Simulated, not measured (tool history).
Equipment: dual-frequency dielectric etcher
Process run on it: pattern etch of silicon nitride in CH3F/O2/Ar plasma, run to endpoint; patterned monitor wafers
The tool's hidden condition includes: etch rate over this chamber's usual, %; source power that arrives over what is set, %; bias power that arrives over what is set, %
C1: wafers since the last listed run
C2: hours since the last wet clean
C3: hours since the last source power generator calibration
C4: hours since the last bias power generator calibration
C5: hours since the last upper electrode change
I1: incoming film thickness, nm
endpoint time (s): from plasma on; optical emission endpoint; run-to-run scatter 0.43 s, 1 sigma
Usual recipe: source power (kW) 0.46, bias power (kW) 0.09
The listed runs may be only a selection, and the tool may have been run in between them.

run 1 hour=0 | source_power_(kW)=0.46 bias_power_(kW)=0.09 | C1=0 C2=239.5 C3=2811.5 C4=2246.4 C5=4934.2 | I1=40.16 | endpoint_time_(s)=54.1
run 2 hour=49.4 | source_power_(kW)=0.46 bias_power_(kW)=0.09 | C1=535 C2=288.9 C3=2860.9 C4=2295.8 C5=4983.6 | I1=39.98 | endpoint_time_(s)=54.8
run 3 hour=77.9 | source_power_(kW)=0.46 bias_power_(kW)=0.09 | C1=308 C2=317.4 C3=2889.4 C4=2324.3 C5=5012.1 | I1=40 | endpoint_time_(s)=53.9
run 4 hour=133.8 | source_power_(kW)=0.46 bias_power_(kW)=0.084 | C1=605 C2=373.3 C3=2945.3 C4=2380.2 C5=5068 | I1=40.17 | endpoint_time_(s)=56.8
run 5 hour=172.8 | source_power_(kW)=0.46 bias_power_(kW)=0.084 | C1=422 C2=412.3 C3=2984.3 C4=2419.2 C5=5107 | I1=40.03 | endpoint_time_(s)=57.2
-- hour=253.6 wet clean of the chamber
run 6 hour=254.1 | source_power_(kW)=0.46 bias_power_(kW)=0.09 | C1=621 C2=0.5 C3=3065.6 C4=2500.5 C5=5188.3 | I1=39.95 | endpoint_time_(s)=53.7
run 7 hour=297.8 | source_power_(kW)=0.46 bias_power_(kW)=0.09 | C1=473 C2=44.2 C3=3109.3 C4=2544.2 C5=5232 | I1=39.77 | endpoint_time_(s)=53
run 8 hour=334.6 | source_power_(kW)=0.46 bias_power_(kW)=0.09 | C1=398 C2=81 C3=3146.1 C4=2581 C5=5268.8 | I1=39.58 | endpoint_time_(s)=53.6
-- hour=346.5 source power generator calibrated
-- hour=394.5 bias power generator calibrated
run 9 hour=395 | source_power_(kW)=0.37 bias_power_(kW)=0.09 | C1=567 C2=141.4 C3=48.5 C4=0.5 C5=5329.2 | I1=40.4 | endpoint_time_(s)=60.6
run 10 hour=461.5 | source_power_(kW)=0.46 bias_power_(kW)=0.09 | C1=720 C2=207.9 C3=115 C4=67 C5=5395.7 | I1=40.08 | endpoint_time_(s)=54.4
-- hour=531.1 upper electrode replaced, of another model than before
run 11 hour=531.6 | source_power_(kW)=0.46 bias_power_(kW)=0.09 | C1=499 C2=278 C3=185.1 C4=137.1 C5=0.5 | I1=40.04 | endpoint_time_(s)=55.7
run 12 hour=558.4 | source_power_(kW)=0.46 bias_power_(kW)=0.08 | C1=290 C2=304.8 C3=211.9 C4=163.9 C5=27.3 | I1=39.99 | endpoint_time_(s)=56.1
run 13 hour=615.3 | source_power_(kW)=0.46 bias_power_(kW)=0.09 | C1=616 C2=361.7 C3=268.8 C4=220.8 C5=84.2 | I1=40.02 | endpoint_time_(s)=56.4
run 14 hour=668.8 | source_power_(kW)=0.38 bias_power_(kW)=0.079 | C1=579 C2=415.2 C3=322.3 C4=274.3 C5=137.7 | I1=40.12 | endpoint_time_(s)=60.1
run 15 hour=736.7 | source_power_(kW)=0.54 bias_power_(kW)=0.07 | C1=735 C2=483.1 C3=390.2 C4=342.2 C5=205.6 | I1=39.73 | endpoint_time_(s)=56
-- hour=771.7 wet clean of the chamber
run 16 hour=867.7 | source_power_(kW)=0.35 bias_power_(kW)=0.07 | C1=1159 C2=96 C3=521.2 C4=473.2 C5=336.6 | I1=39.47 | endpoint_time_(s)=60.2
run 17 hour=907.6 | source_power_(kW)=0.53 bias_power_(kW)=0.1 | C1=432 C2=135.9 C3=561.1 C4=513.1 C5=376.5 | I1=39.85 | endpoint_time_(s)=50.6
run 18 hour=943.7 | source_power_(kW)=0.37 bias_power_(kW)=0.084 | C1=391 C2=172 C3=597.2 C4=549.2 C5=412.6 | I1=40.13 | endpoint_time_(s)=58.9
run 19 hour=979.9 | source_power_(kW)=0.46 bias_power_(kW)=0.084 | C1=392 C2=208.2 C3=633.4 C4=585.4 C5=448.8 | I1=39.81 | endpoint_time_(s)=55

Measured less the same run without the tool's hidden state. The same run-to-run variation is in both; the gauge's scatter may not be:
run=1 endpoint_time_(s)=+1.2
run=2 endpoint_time_(s)=+1.5
run=3 endpoint_time_(s)=+1.6
run=4 endpoint_time_(s)=+2.1
run=5 endpoint_time_(s)=+2.3
run=6 endpoint_time_(s)=+0.5
run=7 endpoint_time_(s)=+0.8
run=8 endpoint_time_(s)=+1
run=9 endpoint_time_(s)=+1.6
run=10 endpoint_time_(s)=+1.7
run=11 endpoint_time_(s)=+2.2
run=12 endpoint_time_(s)=+2.3
run=13 endpoint_time_(s)=+2.8
run=14 endpoint_time_(s)=+3.3
run=15 endpoint_time_(s)=+3.4
run=16 endpoint_time_(s)=+0.8
run=17 endpoint_time_(s)=+0.8
run=18 endpoint_time_(s)=+1.2
run=19 endpoint_time_(s)=+1.3

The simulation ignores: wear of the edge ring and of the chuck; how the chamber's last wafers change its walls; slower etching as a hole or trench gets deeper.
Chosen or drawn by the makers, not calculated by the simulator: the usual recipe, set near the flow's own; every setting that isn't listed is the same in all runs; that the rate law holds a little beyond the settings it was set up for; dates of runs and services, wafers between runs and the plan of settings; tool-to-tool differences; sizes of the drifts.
